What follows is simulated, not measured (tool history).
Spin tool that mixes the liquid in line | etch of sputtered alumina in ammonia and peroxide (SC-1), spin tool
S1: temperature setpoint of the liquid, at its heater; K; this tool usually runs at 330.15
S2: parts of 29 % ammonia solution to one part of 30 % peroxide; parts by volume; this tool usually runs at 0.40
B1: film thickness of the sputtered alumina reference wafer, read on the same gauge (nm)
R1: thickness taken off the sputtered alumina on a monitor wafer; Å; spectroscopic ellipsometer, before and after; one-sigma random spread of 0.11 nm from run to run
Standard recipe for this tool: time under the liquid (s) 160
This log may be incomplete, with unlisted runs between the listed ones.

Run 1, hour 0.0: usual settings; B1 100.01. Result: R1 116.4 Å.
At hour 5.1: heated supply line repaired.
Run 2, hour 53.6: usual settings; B1 100.00. Result: R1 114.5 Å.
Run 3, hour 80.3: usual settings but S1 334.15 K, S2 0.60 parts by volume; B1 100.02. Result: R1 149.4 Å.
Run 4, hour 88.1: usual settings but S1 336.65 K, S2 0.45 parts by volume, time under the liquid (s) 190; B1 100.01. Result: R1 194.0 Å.
Run 5, hour 102.7: usual settings; B1 99.96. Result: R1 116.5 Å.
At hour 108.1: gauge calibrated.
Run 6, hour 109.5: usual settings; B1 100.01. Result: R1 117.7 Å.
Run 7, hour 121.4: usual settings but time under the liquid (s) 75; B1 100.00. Result: R1 54.5 Å.
Run 8, hour 133.2: usual settings; B1 99.99. Result: R1 118.1 Å.
Run 9, hour 146.6: usual settings but S1 338.15 K, S2 0.35 parts by volume, time under the liquid (s) 105; B1 99.96. Result: R1 112.1 Å.
At hour 151.4: new drum of ammonia solution connected.
Run 10, hour 160.8: usual settings but S1 321.65 K, S2 0.50 parts by volume; B1 100.01. Result: R1 75.1 Å.
Run 11, hour 167.9: usual settings but S1 325.65 K, S2 0.60 parts by volume; B1 99.98. Result: R1 95.7 Å.
Run 12, hour 176.0: usual settings; B1 100.01. Result: R1 117.4 Å.
At hour 191.5: ammonia flow meter replaced.
Run 13, hour 192.7: usual settings; B1 99.97. Result: R1 118.1 Å.
Run 14, hour 225.2: usual settings but S1 334.65 K, time under the liquid (s) 135; B1 100.03. Result: R1 124.4 Å.
At hour 237.7: thermometer replaced.
Run 15, hour 240.4: usual settings but time under the liquid (s) 115; B1 99.99. Result: R1 83.6 Å.
Run 16, hour 251.4: usual settings but S1 326.65 K, time under the liquid (s) 125; B1 99.98. Result: R1 75.1 Å.
Run 17, hour 270.6: usual settings but time under the liquid (s) 70; B1 100.02. Result: R1 50.9 Å.
Run 18, hour 284.4: usual settings but S1 337.15 K, S2 0.30 parts by volume, time under the liquid (s) 85; B1 100.01. Result: R1 87.1 Å.
Run 19, hour 301.3: usual settings; B1 100.02. Result: R1 115.7 Å.
Run 20, hour 317.9: usual settings but time under the liquid (s) 230; B1 100.02. Result: R1 168.6 Å.
Run 21, hour 330.7: usual settings but time under the liquid (s) 85; B1 99.98. Result: R1 61.9 Å.
Run 22, hour 338.4: usual settings but S1 324.15 K, S2 0.25 parts by volume; B1 99.96. Result: R1 79.3 Å.
Run 23, hour 345.5: usual settings but S1 337.15 K, S2 0.60 parts by volume, time under the liquid (s) 100; B1 99.99. Result: R1 110.8 Å.
Run 24, hour 356.1: usual settings but S1 332.65 K; B1 100.01. Result: R1 133.1 Å.
Run 25, hour 365.0: usual settings; B1 100.05. Result: R1 117.6 Å.

Predict each of these 4 candidate next runs independently; none follows another, all start after run 25:
Run A, hour 365.5: usual settings but S2 0.55 parts by volume; B1 ?. Result: R1 ?.
Run B, hour 365.5: usual settings but S2 0.25 parts by volume; B1 ?. Result: R1 ?.
Run C, hour 365.5: usual settings but S1 320.15 K, time under the liquid (s) 190; B1 ?. Result: R1 ?.
Run D, hour 365.5: usual settings but S1 336.65 K, time under the liquid (s) 195; B1 ?. Result: R1 ?.

run      B1     R1
  A  100.02  122.0
  B  100.02  113.2
  C  100.02   81.7
  D  100.02  201.3
With no hidden state in the tool, these same runs would have given:
run     R1
  A  122.0
  B  113.2
  C   81.7
  D  201.3
